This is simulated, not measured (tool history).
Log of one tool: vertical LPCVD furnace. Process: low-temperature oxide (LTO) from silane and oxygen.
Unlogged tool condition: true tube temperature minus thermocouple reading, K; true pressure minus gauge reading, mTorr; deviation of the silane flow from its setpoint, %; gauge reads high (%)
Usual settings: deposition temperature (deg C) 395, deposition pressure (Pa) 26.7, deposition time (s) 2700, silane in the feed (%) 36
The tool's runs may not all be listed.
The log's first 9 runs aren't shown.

run	day	deposition temperature (deg C)	deposition pressure (Pa)	deposition time (s)	silane in the feed (%)	wafers since the last listed run	hours since the last temperature calibration	hours since the pressure gauge was zeroed	hours since the silane flow controller was replaced	hours since the gauge calibration	read-back reference wafer on the same gauge, thickness	film thickness on the monitor wafer in the middle of the boat (nm)
10	34.154	395	26.7	2700	36	465	2418.5	2944.2	2177.5	1053.9	354.05	310.55
# day 37.096: thermocouples replaced and temperature profile calibrated
11	38.608	395	26.7	2700	36	819	36.3	3051.1	2284.4	1160.8	354.01	314.08
12	42.567	395	26.7	2700	36	938	131.3	3146.1	2379.4	1255.8	353.9	314.38
13	44.529	395	28.7	2700	36	465	178.4	3193.2	2426.5	1302.9	354.15	339.18
14	47.096	395	26.7	2700	36	608	240	3254.8	2488.1	1364.5	353.97	315.72
# day 48.688: gauge calibrated
15	50.996	399	26.7	3210	36	924	333.6	3348.4	2581.7	55.4	354.04	392.17
16	52.742	398	29.3	3630	38	414	375.5	3390.3	2623.6	97.3	354.23	517.77
17	54.333	402	31.3	3480	30	377	413.7	3428.5	2661.8	135.5	353.84	401.84
18	56.321	385	26.7	2700	36	471	461.4	3476.2	2709.5	183.2	353.81	280.46
# day 60.308: pressure gauge zeroed
19	60.404	395	26.7	2700	36	731	559.4	2.3	2807.5	281.2	353.91	315.8
# day 63.108: thermocouples replaced and temperature profile calibrated, repeated, since the last time left the tool worse
20	63.129	395	26.7	2700	30	409	0.5	67.7	2872.9	346.6	353.95	237.55
21	64.946	395	26.7	3720	36	430	44.1	111.3	2916.5	390.2	354.08	422.1
# day 67.542: silane flow controller replaced
22	68.775	395	26.7	2700	36	670	136	203.2	29.6	482.1	353.88	306.82
23	72.929	384	26.7	2700	40	985	235.7	302.9	129.3	581.8	354.16	308.56
24	80.467	383	26.7	2310	32	1787	416.6	483.8	310.2	762.7	353.98	192.65
25	83.975	395	30	2700	36	832	500.8	568	394.4	846.9	354.16	346.19
26	85.883	395	26.7	3390	42	452	546.6	613.8	440.2	892.7	353.95	466.65
27	87.479	395	26.7	2700	36	378	584.9	652.1	478.5	931	354.21	307.95
28	89.9	395	26.7	2700	36	574	643	710.2	536.6	989.1	354.22	308.9
29	93.012	399	26.7	1770	36	738	717.7	784.9	611.3	1063.8	353.88	211.34
30	96.85	390	24.7	2220	36	910	809.8	877	703.4	1155.9	353.72	221.02

What if the next run were any one of these 5? Each begins from the tool's condition after run 30:
A	97.025	395	26.7	2700	36	41	814	881.2	707.6	1160.1	?	?
B	97.025	395	24	3300	40	41	814	881.2	707.6	1160.1	?	?
C	97.025	383	31.3	1980	41	41	814	881.2	707.6	1160.1	?	?
D	97.025	403	30	3660	36	41	814	881.2	707.6	1160.1	?	?
E	97.025	388	20.7	2700	36	41	814	881.2	707.6	1160.1	?	?

run	read-back reference wafer on the same gauge, thickness	film thickness on the monitor wafer in the middle of the boat (nm)
A	353.92	306.65
B	353.92	385.45
C	353.92	271.16
D	353.92	512.27
E	353.92	218.92
Without the tool's unlogged condition, the same runs would have read:
run	film thickness on the monitor wafer in the middle of the boat (nm)
A	304.54
B	382.87
C	269.27
D	508.84
E	217.37
